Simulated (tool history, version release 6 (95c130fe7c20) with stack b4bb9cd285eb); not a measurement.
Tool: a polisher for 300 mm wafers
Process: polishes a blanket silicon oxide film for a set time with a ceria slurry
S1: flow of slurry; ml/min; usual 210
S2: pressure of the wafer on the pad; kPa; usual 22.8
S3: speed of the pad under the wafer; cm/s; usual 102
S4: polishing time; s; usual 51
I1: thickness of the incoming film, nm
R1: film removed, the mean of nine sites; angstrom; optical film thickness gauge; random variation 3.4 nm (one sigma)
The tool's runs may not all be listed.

run   hour   S1    S2   S3  S4     I1    R1
  1    0.0  210  22.8  102  51  802.0  2645
  2   21.3  210  22.8  102  51  802.3  2602
  3   39.6  210  22.8  102  51  791.0  2598
  4   75.3  210  22.8  118  51  798.2  2933
  5   97.3  210  22.8  118  51  807.5  2894
     110.1  -- slurry nozzle cleaned
  6  110.6  210  22.8   80  63  796.0  2428
  7  130.0  210  22.8  102  51  798.8  2514
  8  142.6  210  22.8  102  51  790.3  2442
  9  165.2  210  22.8  102  51  788.4  2436
 10  183.2  210  22.8  102  51  800.6  2419
     188.9  -- worn pad replaced by a new one, of another model than before
 11  195.4  210  22.8  102  58  794.8  3085
 12  213.6  210  22.8  102  58  802.8  3088
 13  240.5  210  22.8  102  51  806.9  2658
 14  264.5  210  22.8  102  51  789.9  2639
     321.5  -- head pressure recalibrated
 15  328.7  210  27.6   78  51  800.9  2432
 16  342.2  210  29.0  102  51  793.9  3026
 17  364.7  210  20.7  102  38  800.2  1784
 18  388.1  210  22.8  122  51  817.2  2826
     397.1  -- slurry nozzle cleaned
     452.3  -- worn pad replaced by a new one
 19  487.7  270  24.8  124  62  807.1  4116
 20  515.8  210  22.8  102  51  804.9  2595
 21  535.5  210  22.8  102  51  811.3  2629
 22  548.3  155  22.8  118  51  801.2  2823
 23  566.5  210  15.2  102  51  794.1  1989
 24  638.5  260  29.6   88  51  792.8  2731
 25  654.3  185  27.6  102  51  788.6  2789
     658.7  -- worn pad replaced by a new one
 26  684.4  210  22.8  102  51  788.4  2682
     703.7  -- slurry nozzle cleaned
 27  710.5  210  22.8  102  51  804.3  2593
 28  743.3  270  22.8  102  51  807.7  2603
 29  759.5  185  22.8  126  63  797.3  3667
 30  776.9  210  26.2  102  68  792.1  3794
     787.4  -- head pressure recalibrated
 31  802.3  210  22.8  102  51  797.0  2502
 32  816.4  210  22.8  102  51  801.1  2529
 33  828.7  150  15.2  126  58  799.2  2475
 34  852.7  210  22.8  102  51  794.8  2470
     880.3  -- worn pad replaced by a new one
 35  884.1  155  22.8  102  51  815.7  2568
 36  898.2  210  22.8  102  51  804.6  2756
 37  925.4  210  22.8  102  51  805.4  2656
 38  946.3  210  15.2   90  51  810.8  1832

3 ways to go on from here, each from the tool as it stands after run 38. What would each give?
  A  946.7  210  22.8  102  60  792.0   ?
  B  946.7  270  22.8  102  37  792.0   ?
  C  946.7  210  20.0  126  51  792.0   ?

run    R1
  A  3056
  B  1931
  C  2806
Without the tool's hidden state the same runs would have given:
run    R1
  A  3193
  B  2017
  C  2931
